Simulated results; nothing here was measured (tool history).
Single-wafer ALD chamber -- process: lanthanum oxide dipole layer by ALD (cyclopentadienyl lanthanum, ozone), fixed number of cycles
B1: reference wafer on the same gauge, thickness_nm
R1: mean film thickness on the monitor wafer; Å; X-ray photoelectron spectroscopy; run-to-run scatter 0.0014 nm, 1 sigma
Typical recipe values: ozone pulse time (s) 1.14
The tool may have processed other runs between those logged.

Run 1, hour 0.0: usual settings; B1 0.558. Result: R1 5.56 Å.
Run 2, hour 32.9: usual settings; B1 0.558. Result: R1 5.55 Å.
Run 3, hour 53.4: usual settings; B1 0.558. Result: R1 5.55 Å.
Run 4, hour 81.3: usual settings; B1 0.558. Result: R1 5.53 Å.
Run 5, hour 108.7: usual settings; B1 0.558. Result: R1 5.54 Å.
Run 6, hour 121.5: usual settings; B1 0.558. Result: R1 5.57 Å.
Run 7, hour 145.2: usual settings; B1 0.558. Result: R1 5.55 Å.
Run 8, hour 178.0: usual settings but ozone pulse time (s) 1.32; B1 0.558. Result: R1 5.69 Å.
At hour 189.3: thermocouple changed; heater temperature recalibrated.
Run 9, hour 191.8: usual settings; B1 0.558. Result: R1 5.56 Å.
At hour 208.0: gauge calibrated.
Run 10, hour 273.0: usual settings; B1 0.558. Result: R1 5.55 Å.
Run 11, hour 299.1: usual settings; B1 0.558. Result: R1 5.55 Å.
Run 12, hour 316.6: usual settings but ozone pulse time (s) 1.34; B1 0.558. Result: R1 5.72 Å.
Run 13, hour 337.5: usual settings but ozone pulse time (s) 1.29; B1 0.558. Result: R1 5.67 Å.
Run 14, hour 362.7: usual settings but ozone pulse time (s) 1.35; B1 0.558. Result: R1 5.73 Å.
Run 15, hour 406.0: usual settings but ozone pulse time (s) 0.74; B1 0.558. Result: R1 5.03 Å.
Run 16, hour 441.2: usual settings but ozone pulse time (s) 1.28; B1 0.558. Result: R1 5.65 Å.
Run 17, hour 455.4: usual settings but ozone pulse time (s) 0.75; B1 0.558. Result: R1 5.02 Å.
Run 18, hour 470.9: usual settings but ozone pulse time (s) 1.46; B1 0.558. Result: R1 5.80 Å.
Run 19, hour 487.9: usual settings but ozone pulse time (s) 1.30; B1 0.558. Result: R1 5.68 Å.
At hour 505.3: ozone generator serviced.
At hour 508.2: showerhead replaced.
Run 20, hour 508.7: usual settings; B1 0.558. Result: R1 5.61 Å.
Run 21, hour 532.6: usual settings but ozone pulse time (s) 0.86; B1 0.558. Result: R1 5.30 Å.
Run 22, hour 554.0: usual settings; B1 0.558. Result: R1 5.59 Å.
Run 23, hour 577.1: usual settings; B1 0.558. Result: R1 5.61 Å.
Run 24, hour 599.4: usual settings; B1 0.558. Result: R1 5.59 Å.
Run 25, hour 629.4: usual settings but ozone pulse time (s) 1.52; B1 0.558. Result: R1 5.86 Å.
Run 26, hour 662.3: usual settings but ozone pulse time (s) 0.87; B1 0.558. Result: R1 5.27 Å.
Run 27, hour 714.5: usual settings but ozone pulse time (s) 1.54; B1 0.558. Result: R1 5.85 Å.
Run 28, hour 732.4: usual settings but ozone pulse time (s) 1.56; B1 0.558. Result: R1 5.83 Å.
Run 29, hour 757.7: usual settings but ozone pulse time (s) 0.71; B1 0.558. Result: R1 4.99 Å.
Run 30, hour 785.8: usual settings but ozone pulse time (s) 0.85; B1 0.558. Result: R1 5.21 Å.
Run 31, hour 815.9: usual settings but ozone pulse time (s) 0.79; B1 0.558. Result: R1 5.13 Å.
Run 32, hour 833.1: usual settings; B1 0.558. Result: R1 5.55 Å.
Run 33, hour 851.9: usual settings but ozone pulse time (s) 1.37; B1 0.558. Result: R1 5.77 Å.
Run 34, hour 865.9: usual settings but ozone pulse time (s) 0.91; B1 0.558. Result: R1 5.33 Å.

Hidden state or all else? Some run-to-run changes of R1, split into what the settings, what came in and random variation would give without the hidden state, and what is left for the hidden state (with any gauge scatter that isn't in both results):
Hidden state present: wafer temperature above the value expected at the setpoint (K); ozone dose above that of a generator just serviced (%); gauge reads high (%).
Run 14 -> 15: ozone pulse time (s) 1.35 -> 0.74. R1 -0.70 Å: hidden state -0.03, all else -0.67.
Run 17 -> 18: ozone pulse time (s) 0.75 -> 1.46. R1 +0.78 Å: hidden state +0.03, all else +0.75.
Run 19 -> 20: ozone pulse time (s) 1.30 -> 1.14, ozone generator serviced, showerhead replaced. R1 -0.07 Å: hidden state +0.06, all else -0.13.
Run 28 -> 29: ozone pulse time (s) 1.56 -> 0.71. R1 -0.84 Å: hidden state -0.03, all else -0.81.
